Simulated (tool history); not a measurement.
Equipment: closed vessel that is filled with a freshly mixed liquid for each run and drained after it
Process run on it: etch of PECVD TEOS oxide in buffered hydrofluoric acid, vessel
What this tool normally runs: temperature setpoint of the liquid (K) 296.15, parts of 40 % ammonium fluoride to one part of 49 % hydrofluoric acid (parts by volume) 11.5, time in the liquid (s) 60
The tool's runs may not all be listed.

| run | hour | temperature setpoint of the liquid (K) | parts of 40 % ammonium fluoride to one part of 49 % hydrofluoric acid (parts by volume) | time in the liquid (s) | wafers since the last listed run | hours since the thermometer was replaced | hours since the hydrofluoric acid flow meter was replaced | hours since the gauge calibration | read-back film thickness of the PECVD TEOS oxide reference wafer, read on the same gauge (nm) | thickness taken off the PECVD TEOS oxide on a monitor wafer (nm) |
|---|---|---|---|---|---|---|---|---|---|---|
| 1 | 0.0 | 296.15 | 11.5 | 60 | 0 | 342.1 | 1766.2 | 429.6 | 150.04 | 97.51 |
| 2 | 51.2 | 296.15 | 11.5 | 60 | 3182 | 393.3 | 1817.4 | 480.8 | 149.99 | 98.01 |
| 3 | 155.9 | 296.15 | 11.5 | 60 | 6507 | 498.0 | 1922.1 | 585.5 | 149.94 | 97.59 |
|  | 227.8 | thermometer replaced |
| 4 | 247.5 | 296.15 | 11.5 | 60 | 5630 | 19.7 | 2013.7 | 677.1 | 150.00 | 97.81 |
| 5 | 298.8 | 293.65 | 14.0 | 60 | 3188 | 71.0 | 2065.0 | 728.4 | 150.02 | 70.11 |
|  | 355.1 | hydrofluoric acid flow meter replaced |
| 6 | 392.6 | 293.65 | 14.0 | 60 | 5767 | 164.8 | 37.5 | 822.2 | 149.99 | 69.97 |
| 7 | 438.2 | 293.65 | 11.5 | 85 | 2834 | 210.4 | 83.1 | 867.8 | 149.94 | 121.00 |
| 8 | 502.9 | 293.65 | 11.5 | 85 | 4021 | 275.1 | 147.8 | 932.5 | 150.00 | 120.64 |
| 9 | 543.3 | 298.15 | 11.5 | 60 | 2510 | 315.5 | 188.2 | 972.9 | 150.06 | 108.74 |
| 10 | 585.0 | 294.15 | 10.0 | 90 | 2591 | 357.2 | 229.9 | 1014.6 | 149.97 | 150.67 |
| 11 | 623.9 | 296.15 | 14.0 | 90 | 2417 | 396.1 | 268.8 | 1053.5 | 150.02 | 119.60 |
| 12 | 677.2 | 293.65 | 11.5 | 35 | 3312 | 449.4 | 322.1 | 1106.8 | 149.99 | 49.31 |
|  | 768.5 | gauge calibrated |
| 13 | 771.6 | 294.65 | 11.5 | 95 | 5866 | 543.8 | 416.5 | 3.1 | 150.01 | 142.88 |
|  | 824.6 | thermometer replaced |
| 14 | 836.7 | 296.15 | 11.5 | 60 | 3983 | 12.1 | 481.6 | 68.2 | 149.95 | 97.33 |
| 15 | 916.4 | 292.15 | 11.5 | 60 | 4953 | 91.8 | 561.3 | 147.9 | 150.05 | 78.23 |
| 16 | 1010.9 | 296.15 | 11.5 | 60 | 5873 | 186.3 | 655.8 | 242.4 | 150.01 | 98.83 |
| 17 | 1098.8 | 296.15 | 11.5 | 75 | 5462 | 274.2 | 743.7 | 330.3 | 150.06 | 122.41 |
| 18 | 1145.7 | 297.65 | 11.5 | 60 | 2914 | 321.1 | 790.6 | 377.2 | 149.98 | 106.46 |

Here are 5 independent what-if runs from the current tool condition. What would each one return?
| A | 1146.4 | 296.15 | 11.5 | 40 | 43 | 321.8 | 791.3 | 377.9 | ? | ? |
| B | 1146.4 | 299.15 | 11.5 | 90 | 43 | 321.8 | 791.3 | 377.9 | ? | ? |
| C | 1146.4 | 291.65 | 11.5 | 30 | 43 | 321.8 | 791.3 | 377.9 | ? | ? |
| D | 1146.4 | 296.15 | 11.5 | 85 | 43 | 321.8 | 791.3 | 377.9 | ? | ? |
| E | 1146.4 | 292.15 | 11.5 | 30 | 43 | 321.8 | 791.3 | 377.9 | ? | ? |

| run | read-back film thickness of the PECVD TEOS oxide reference wafer, read on the same gauge (nm) | thickness taken off the PECVD TEOS oxide on a monitor wafer (nm) |
|---|---|---|
| A | 149.95 | 65.56 |
| B | 149.95 | 173.66 |
| C | 149.95 | 38.27 |
| D | 149.95 | 139.32 |
| E | 149.95 | 39.36 |
Take away the tool's hidden state, keep each run's random variation, and the runs would have read:
| run | thickness taken off the PECVD TEOS oxide on a monitor wafer (nm) |
|---|---|
| A | 65.56 |
| B | 173.66 |
| C | 38.27 |
| D | 139.32 |
| E | 39.36 |

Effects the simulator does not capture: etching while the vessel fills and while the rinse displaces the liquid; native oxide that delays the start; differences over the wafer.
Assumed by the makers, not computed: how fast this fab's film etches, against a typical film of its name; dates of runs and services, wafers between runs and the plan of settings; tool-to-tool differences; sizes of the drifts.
